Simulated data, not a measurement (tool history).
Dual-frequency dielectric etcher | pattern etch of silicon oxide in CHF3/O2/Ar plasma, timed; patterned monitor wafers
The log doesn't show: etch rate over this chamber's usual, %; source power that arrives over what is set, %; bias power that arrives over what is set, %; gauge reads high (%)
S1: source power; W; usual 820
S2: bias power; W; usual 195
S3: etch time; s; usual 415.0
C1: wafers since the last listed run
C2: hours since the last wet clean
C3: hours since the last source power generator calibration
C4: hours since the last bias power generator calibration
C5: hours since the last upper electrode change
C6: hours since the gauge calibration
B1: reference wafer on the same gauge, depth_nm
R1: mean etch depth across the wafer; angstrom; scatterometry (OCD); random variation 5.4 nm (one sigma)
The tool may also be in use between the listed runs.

run,hour,S1,S2,S3,C1,C2,C3,C4,C5,C6,B1,R1
1,0.0,820,195,386.0,0,296.5,2564.4,3121.7,4087.8,463.7,805.2,8139
2,27.6,820,195,386.0,93,324.1,2592.0,3149.3,4115.4,491.3,803.9,8159
3,87.6,820,230,444.0,204,384.1,2652.0,3209.3,4175.4,551.3,800.5,10007
# hour 190.8: wet clean of the chamber
4,203.3,820,230,444.0,312,12.5,2767.7,3325.0,4291.1,667.0,802.1,9556
5,247.9,820,195,415.0,151,57.1,2812.3,3369.6,4335.7,711.6,804.5,8510
6,289.6,1020,231,291.0,141,98.8,2854.0,3411.3,4377.4,753.3,801.4,6706
7,319.6,930,157,346.5,102,128.8,2884.0,3441.3,4407.4,783.3,804.5,6848
8,354.0,820,148,317.0,117,163.2,2918.4,3475.7,4441.8,817.7,801.4,5978
9,391.6,820,227,509.5,127,200.8,2956.0,3513.3,4479.4,855.3,803.6,11249
# hour 397.0: source power generator calibrated
10,463.1,730,195,415.0,229,272.3,66.1,3584.8,4550.9,926.8,803.0,8418
11,492.4,890,216,415.0,99,301.6,95.4,3614.1,4580.2,956.1,803.8,9143
12,550.0,820,195,525.0,196,359.2,153.0,3671.7,4637.8,1013.7,803.4,11042
# hour 720.9: wet clean of the chamber
# hour 724.7: upper electrode replaced
13,734.4,820,195,415.0,533,13.5,337.4,3856.1,9.7,1198.1,804.0,8558
14,789.5,820,153,415.0,187,68.6,392.5,3911.2,64.8,1253.2,803.9,7910
15,945.2,740,158,534.5,529,224.3,548.2,4066.9,220.5,1408.9,802.4,10182
16,974.6,820,195,364.5,100,253.7,577.6,4096.3,249.9,1438.3,803.0,7741
17,1009.6,740,158,534.5,119,288.7,612.6,4131.3,284.9,1473.3,802.2,10206

The next listed run, before its measurement:
# hour 1057.4: bias power generator calibrated
18,1057.9,990,158,334.5,150,337.0,660.9,0.5,333.2,1521.6,?,?

{"run 18": {"B1": 801.3, "R1": 6859}}
Without the tool's hidden state the same run would have given R1 6671 angstrom.
